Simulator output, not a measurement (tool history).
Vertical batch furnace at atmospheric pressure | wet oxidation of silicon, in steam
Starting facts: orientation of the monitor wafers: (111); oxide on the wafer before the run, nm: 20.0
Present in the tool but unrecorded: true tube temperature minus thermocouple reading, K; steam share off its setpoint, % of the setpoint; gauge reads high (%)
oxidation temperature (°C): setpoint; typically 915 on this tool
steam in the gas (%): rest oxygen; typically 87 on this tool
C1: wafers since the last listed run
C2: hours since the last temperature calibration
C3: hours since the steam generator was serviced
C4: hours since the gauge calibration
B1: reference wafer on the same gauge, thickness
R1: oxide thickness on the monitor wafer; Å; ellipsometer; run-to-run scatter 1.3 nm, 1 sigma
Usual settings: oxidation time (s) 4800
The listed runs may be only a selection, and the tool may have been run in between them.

{"run": 1, "hour": 0.0, "oxidation temperature (°C)": 915, "oxidation time (s)": 4800, "steam in the gas (%)": 87, "C1": 0, "C2": 2411.7, "C3": 2478.6, "C4": 622.5, "B1": 256.05, "R1": 2855.7}
{"run": 2, "hour": 29.8, "oxidation temperature (°C)": 915, "oxidation time (s)": 4800, "steam in the gas (%)": 87, "C1": 272, "C2": 2441.5, "C3": 2508.4, "C4": 652.3, "B1": 255.84, "R1": 2848.6}
{"hour": 30.7, "done": "gauge calibrated"}
{"run": 3, "hour": 166.7, "oxidation temperature (°C)": 915, "oxidation time (s)": 4800, "steam in the gas (%)": 87, "C1": 1250, "C2": 2578.4, "C3": 2645.3, "C4": 136.0, "B1": 255.78, "R1": 2843.0}
{"run": 4, "hour": 195.2, "oxidation temperature (°C)": 915, "oxidation time (s)": 4800, "steam in the gas (%)": 87, "C1": 260, "C2": 2606.9, "C3": 2673.8, "C4": 164.5, "B1": 255.92, "R1": 2855.2}
{"run": 5, "hour": 258.2, "oxidation temperature (°C)": 915, "oxidation time (s)": 4800, "steam in the gas (%)": 87, "C1": 575, "C2": 2669.9, "C3": 2736.8, "C4": 227.5, "B1": 256.17, "R1": 2829.8}
{"run": 6, "hour": 320.1, "oxidation temperature (°C)": 915, "oxidation time (s)": 4800, "steam in the gas (%)": 87, "C1": 565, "C2": 2731.8, "C3": 2798.7, "C4": 289.4, "B1": 256.17, "R1": 2850.1}
{"hour": 361.3, "done": "steam generator serviced"}
{"run": 7, "hour": 361.8, "oxidation temperature (°C)": 915, "oxidation time (s)": 4800, "steam in the gas (%)": 87, "C1": 161, "C2": 2773.5, "C3": 0.5, "C4": 331.1, "B1": 255.92, "R1": 3054.3}
{"run": 8, "hour": 401.4, "oxidation temperature (°C)": 915, "oxidation time (s)": 3690, "steam in the gas (%)": 94, "C1": 361, "C2": 2813.1, "C3": 40.1, "C4": 370.7, "B1": 256.1, "R1": 2664.0}
{"run": 9, "hour": 452.8, "oxidation temperature (°C)": 915, "oxidation time (s)": 3690, "steam in the gas (%)": 94, "C1": 469, "C2": 2864.5, "C3": 91.5, "C4": 422.1, "B1": 255.72, "R1": 2669.2}
{"run": 10, "hour": 483.6, "oxidation temperature (°C)": 915, "oxidation time (s)": 3690, "steam in the gas (%)": 94, "C1": 281, "C2": 2895.3, "C3": 122.3, "C4": 452.9, "B1": 256.04, "R1": 2640.9}
{"run": 11, "hour": 539.0, "oxidation temperature (°C)": 915, "oxidation time (s)": 4800, "steam in the gas (%)": 87, "C1": 506, "C2": 2950.7, "C3": 177.7, "C4": 508.3, "B1": 256.02, "R1": 3032.7}
{"run": 12, "hour": 572.1, "oxidation temperature (°C)": 915, "oxidation time (s)": 4800, "steam in the gas (%)": 87, "C1": 302, "C2": 2983.8, "C3": 210.8, "C4": 541.4, "B1": 256.14, "R1": 3033.4}
{"run": 13, "hour": 612.1, "oxidation temperature (°C)": 893, "oxidation time (s)": 4800, "steam in the gas (%)": 95, "C1": 365, "C2": 3023.8, "C3": 250.8, "C4": 581.4, "B1": 255.96, "R1": 2642.8}
{"hour": 655.8, "done": "thermocouples replaced and temperature profile calibrated"}
{"run": 14, "hour": 656.3, "oxidation temperature (°C)": 915, "oxidation time (s)": 2880, "steam in the gas (%)": 97, "C1": 184, "C2": 0.5, "C3": 295.0, "C4": 625.6, "B1": 255.94, "R1": 2277.5}
{"run": 15, "hour": 707.4, "oxidation temperature (°C)": 892, "oxidation time (s)": 3900, "steam in the gas (%)": 94, "C1": 466, "C2": 51.6, "C3": 346.1, "C4": 676.7, "B1": 255.81, "R1": 2171.1}
{"hour": 710.4, "done": "gauge calibrated"}
{"run": 16, "hour": 740.6, "oxidation temperature (°C)": 926, "oxidation time (s)": 4110, "steam in the gas (%)": 97, "C1": 303, "C2": 84.8, "C3": 379.3, "C4": 30.2, "B1": 255.95, "R1": 3175.6}
{"run": 17, "hour": 801.1, "oxidation temperature (°C)": 895, "oxidation time (s)": 6390, "steam in the gas (%)": 78, "C1": 552, "C2": 145.3, "C3": 439.8, "C4": 90.7, "B1": 256.11, "R1": 2823.2}
{"run": 18, "hour": 829.0, "oxidation temperature (°C)": 908, "oxidation time (s)": 6000, "steam in the gas (%)": 93, "C1": 254, "C2": 173.2, "C3": 467.7, "C4": 118.6, "B1": 255.96, "R1": 3497.6}
{"run": 19, "hour": 872.2, "oxidation temperature (°C)": 893, "oxidation time (s)": 6210, "steam in the gas (%)": 87, "C1": 394, "C2": 216.4, "C3": 510.9, "C4": 161.8, "B1": 255.99, "R1": 2915.7}
{"run": 20, "hour": 915.1, "oxidation temperature (°C)": 915, "oxidation time (s)": 3480, "steam in the gas (%)": 87, "C1": 391, "C2": 259.3, "C3": 553.8, "C4": 204.7, "B1": 255.88, "R1": 2374.3}

Consider 4 possible next runs. They are alternatives, not a sequence: every one starts from the tool as it was left by run 20. What does each give?
{"run": "A", "hour": 921.3, "oxidation temperature (°C)": 915, "oxidation time (s)": 4800, "steam in the gas (%)": 87, "C1": 56, "C2": 265.5, "C3": 560.0, "C4": 210.9, "B1": "?", "R1": "?"}
{"run": "B", "hour": 921.3, "oxidation temperature (°C)": 915, "oxidation time (s)": 3060, "steam in the gas (%)": 91, "C1": 56, "C2": 265.5, "C3": 560.0, "C4": 210.9, "B1": "?", "R1": "?"}
{"run": "C", "hour": 921.3, "oxidation temperature (°C)": 915, "oxidation time (s)": 4800, "steam in the gas (%)": 76, "C1": 56, "C2": 265.5, "C3": 560.0, "C4": 210.9, "B1": "?", "R1": "?"}
{"run": "D", "hour": 921.3, "oxidation temperature (°C)": 915, "oxidation time (s)": 4800, "steam in the gas (%)": 97, "C1": 56, "C2": 265.5, "C3": 560.0, "C4": 210.9, "B1": "?", "R1": "?"}

run=A B1=255.85 R1=3015.3
run=B B1=255.85 R1=2249.9
run=C B1=255.85 R1=2737.0
run=D B1=255.85 R1=3257.5
What these runs would have given with no unlogged condition in the tool:
run=A R1=3062.5
run=B R1=2286.0
run=C R1=2780.3
run=D R1=3308.0

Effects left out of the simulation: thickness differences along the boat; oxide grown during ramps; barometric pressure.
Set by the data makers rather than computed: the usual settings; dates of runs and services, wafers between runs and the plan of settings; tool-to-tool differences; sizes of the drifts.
